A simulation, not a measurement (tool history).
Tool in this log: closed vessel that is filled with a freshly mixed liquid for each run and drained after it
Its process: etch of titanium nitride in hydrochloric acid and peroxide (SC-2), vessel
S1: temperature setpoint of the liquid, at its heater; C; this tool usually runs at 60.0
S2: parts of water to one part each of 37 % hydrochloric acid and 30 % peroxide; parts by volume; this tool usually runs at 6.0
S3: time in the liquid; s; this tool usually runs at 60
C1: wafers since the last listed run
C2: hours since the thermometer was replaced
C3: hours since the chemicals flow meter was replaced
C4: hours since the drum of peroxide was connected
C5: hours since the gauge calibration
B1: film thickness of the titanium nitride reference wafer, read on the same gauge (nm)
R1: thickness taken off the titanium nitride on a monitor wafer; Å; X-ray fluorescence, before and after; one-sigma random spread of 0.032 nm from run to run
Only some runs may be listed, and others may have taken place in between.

{"run": 1, "hour": 0.0, "S1": 60.0, "S2": 7.5, "S3": 60, "C1": 0, "C2": 1349.0, "C3": 779.3, "C4": 78.1, "C5": 12.6, "B1": 119.995, "R1": 39.51}
{"run": 2, "hour": 12.4, "S1": 60.0, "S2": 6.0, "S3": 60, "C1": 1126, "C2": 1361.4, "C3": 791.7, "C4": 90.5, "C5": 25.0, "B1": 120.049, "R1": 47.15}
{"run": 3, "hour": 27.1, "S1": 60.0, "S2": 6.0, "S3": 60, "C1": 1336, "C2": 1376.1, "C3": 806.4, "C4": 105.2, "C5": 39.7, "B1": 120.025, "R1": 46.83}
{"run": 4, "hour": 61.0, "S1": 60.0, "S2": 6.0, "S3": 60, "C1": 3081, "C2": 1410.0, "C3": 840.3, "C4": 139.1, "C5": 73.6, "B1": 120.004, "R1": 47.23}
{"run": 5, "hour": 84.8, "S1": 60.0, "S2": 4.0, "S3": 60, "C1": 2163, "C2": 1433.8, "C3": 864.1, "C4": 162.9, "C5": 97.4, "B1": 120.004, "R1": 62.13}
{"run": 6, "hour": 149.5, "S1": 60.0, "S2": 4.0, "S3": 60, "C1": 5880, "C2": 1498.5, "C3": 928.8, "C4": 227.6, "C5": 162.1, "B1": 120.018, "R1": 62.85}
{"run": 7, "hour": 169.2, "S1": 60.0, "S2": 6.0, "S3": 60, "C1": 1790, "C2": 1518.2, "C3": 948.5, "C4": 247.3, "C5": 181.8, "B1": 120.03, "R1": 46.85}
{"run": 8, "hour": 182.2, "S1": 60.0, "S2": 8.5, "S3": 50, "C1": 1181, "C2": 1531.2, "C3": 961.5, "C4": 260.3, "C5": 194.8, "B1": 120.013, "R1": 30.42}
{"run": 9, "hour": 213.3, "S1": 60.0, "S2": 6.0, "S3": 30, "C1": 2826, "C2": 1562.3, "C3": 992.6, "C4": 291.4, "C5": 225.9, "B1": 120.009, "R1": 23.72}
{"run": 10, "hour": 240.3, "S1": 52.0, "S2": 6.0, "S3": 35, "C1": 2453, "C2": 1589.3, "C3": 1019.6, "C4": 318.4, "C5": 252.9, "B1": 119.985, "R1": 16.66}
{"run": 11, "hour": 269.2, "S1": 60.0, "S2": 7.0, "S3": 35, "C1": 2626, "C2": 1618.2, "C3": 1048.5, "C4": 347.3, "C5": 281.8, "B1": 120.016, "R1": 25.06}
{"run": 12, "hour": 288.2, "S1": 60.0, "S2": 8.5, "S3": 60, "C1": 1726, "C2": 1637.2, "C3": 1067.5, "C4": 366.3, "C5": 300.8, "B1": 119.968, "R1": 36.19}
{"hour": 315.3, "done": "new drum of peroxide connected"}
{"run": 13, "hour": 321.5, "S1": 60.0, "S2": 6.0, "S3": 60, "C1": 2935, "C2": 1670.5, "C3": 1100.8, "C4": 6.2, "C5": 334.1, "B1": 119.979, "R1": 48.33}
{"run": 14, "hour": 343.2, "S1": 60.0, "S2": 6.0, "S3": 60, "C1": 1972, "C2": 1692.2, "C3": 1122.5, "C4": 27.9, "C5": 355.8, "B1": 119.965, "R1": 47.8}
{"run": 15, "hour": 360.0, "S1": 66.0, "S2": 6.0, "S3": 60, "C1": 1526, "C2": 1709.0, "C3": 1139.3, "C4": 44.7, "C5": 372.6, "B1": 120.009, "R1": 69.0}
{"hour": 374.2, "done": "thermometer replaced"}
{"run": 16, "hour": 390.2, "S1": 70.0, "S2": 4.0, "S3": 75, "C1": 2653, "C2": 16.0, "C3": 1169.5, "C4": 74.9, "C5": 402.8, "B1": 120.016, "R1": 145.09}
{"hour": 398.7, "done": "chemicals flow meter replaced"}
{"run": 17, "hour": 406.9, "S1": 57.0, "S2": 8.0, "S3": 75, "C1": 1426, "C2": 32.7, "C3": 8.2, "C4": 91.6, "C5": 419.5, "B1": 120.023, "R1": 36.23}
{"run": 18, "hour": 419.5, "S1": 60.0, "S2": 7.0, "S3": 60, "C1": 1145, "C2": 45.3, "C3": 20.8, "C4": 104.2, "C5": 432.1, "B1": 119.99, "R1": 39.37}
{"run": 19, "hour": 440.1, "S1": 60.0, "S2": 6.0, "S3": 60, "C1": 1872, "C2": 65.9, "C3": 41.4, "C4": 124.8, "C5": 452.7, "B1": 119.958, "R1": 44.21}
{"run": 20, "hour": 456.2, "S1": 60.0, "S2": 4.5, "S3": 60, "C1": 1463, "C2": 82.0, "C3": 57.5, "C4": 140.9, "C5": 468.8, "B1": 119.983, "R1": 53.92}
{"run": 21, "hour": 475.6, "S1": 62.5, "S2": 6.0, "S3": 30, "C1": 1763, "C2": 101.4, "C3": 76.9, "C4": 160.3, "C5": 488.2, "B1": 120.015, "R1": 26.01}
{"run": 22, "hour": 498.2, "S1": 60.0, "S2": 6.0, "S3": 60, "C1": 2054, "C2": 124.0, "C3": 99.5, "C4": 182.9, "C5": 510.8, "B1": 120.012, "R1": 44.71}
{"run": 23, "hour": 523.9, "S1": 64.0, "S2": 7.5, "S3": 90, "C1": 2335, "C2": 149.7, "C3": 125.2, "C4": 208.6, "C5": 536.5, "B1": 119.969, "R1": 70.92}
{"run": 24, "hour": 544.7, "S1": 60.0, "S2": 6.0, "S3": 60, "C1": 1890, "C2": 170.5, "C3": 146.0, "C4": 229.4, "C5": 557.3, "B1": 119.989, "R1": 44.39}
{"run": 25, "hour": 566.3, "S1": 60.0, "S2": 6.0, "S3": 60, "C1": 1963, "C2": 192.1, "C3": 167.6, "C4": 251.0, "C5": 578.9, "B1": 120.029, "R1": 44.79}
{"run": 26, "hour": 580.3, "S1": 60.0, "S2": 6.0, "S3": 60, "C1": 1272, "C2": 206.1, "C3": 181.6, "C4": 265.0, "C5": 592.9, "B1": 119.958, "R1": 44.87}
{"run": 27, "hour": 616.0, "S1": 65.5, "S2": 8.5, "S3": 60, "C1": 3244, "C2": 241.8, "C3": 217.3, "C4": 300.7, "C5": 628.6, "B1": 120.007, "R1": 48.4}
{"hour": 640.7, "done": "new drum of peroxide connected"}
{"run": 28, "hour": 642.4, "S1": 60.0, "S2": 6.0, "S3": 60, "C1": 2308, "C2": 268.2, "C3": 243.7, "C4": 1.7, "C5": 655.0, "B1": 119.975, "R1": 44.34}
{"run": 29, "hour": 669.1, "S1": 55.5, "S2": 7.0, "S3": 30, "C1": 2426, "C2": 294.9, "C3": 270.4, "C4": 28.4, "C5": 681.7, "B1": 119.995, "R1": 15.01}
{"run": 30, "hour": 690.6, "S1": 65.0, "S2": 4.0, "S3": 90, "C1": 1954, "C2": 316.4, "C3": 291.9, "C4": 49.9, "C5": 703.2, "B1": 120.004, "R1": 121.61}

Consider 3 possible next runs. They are alternatives, not a sequence: every one starts from the tool as it was left by run 30. What does each give?
{"run": "A", "hour": 691.3, "S1": 60.0, "S2": 6.0, "S3": 60, "C1": 63, "C2": 317.1, "C3": 292.6, "C4": 50.6, "C5": 703.9, "B1": "?", "R1": "?"}
{"run": "B", "hour": 691.3, "S1": 60.0, "S2": 6.0, "S3": 95, "C1": 63, "C2": 317.1, "C3": 292.6, "C4": 50.6, "C5": 703.9, "B1": "?", "R1": "?"}
{"run": "C", "hour": 691.3, "S1": 50.0, "S2": 8.5, "S3": 60, "C1": 63, "C2": 317.1, "C3": 292.6, "C4": 50.6, "C5": 703.9, "B1": "?", "R1": "?"}

run=A B1=120.038 R1=45.01
run=B B1=120.038 R1=71.26
run=C B1=120.038 R1=18.01
The same runs, with their run-to-run variation unchanged, on a tool lacking any hidden condition would have given:
run=A R1=43.51
run=B R1=68.89
run=C R1=17.36

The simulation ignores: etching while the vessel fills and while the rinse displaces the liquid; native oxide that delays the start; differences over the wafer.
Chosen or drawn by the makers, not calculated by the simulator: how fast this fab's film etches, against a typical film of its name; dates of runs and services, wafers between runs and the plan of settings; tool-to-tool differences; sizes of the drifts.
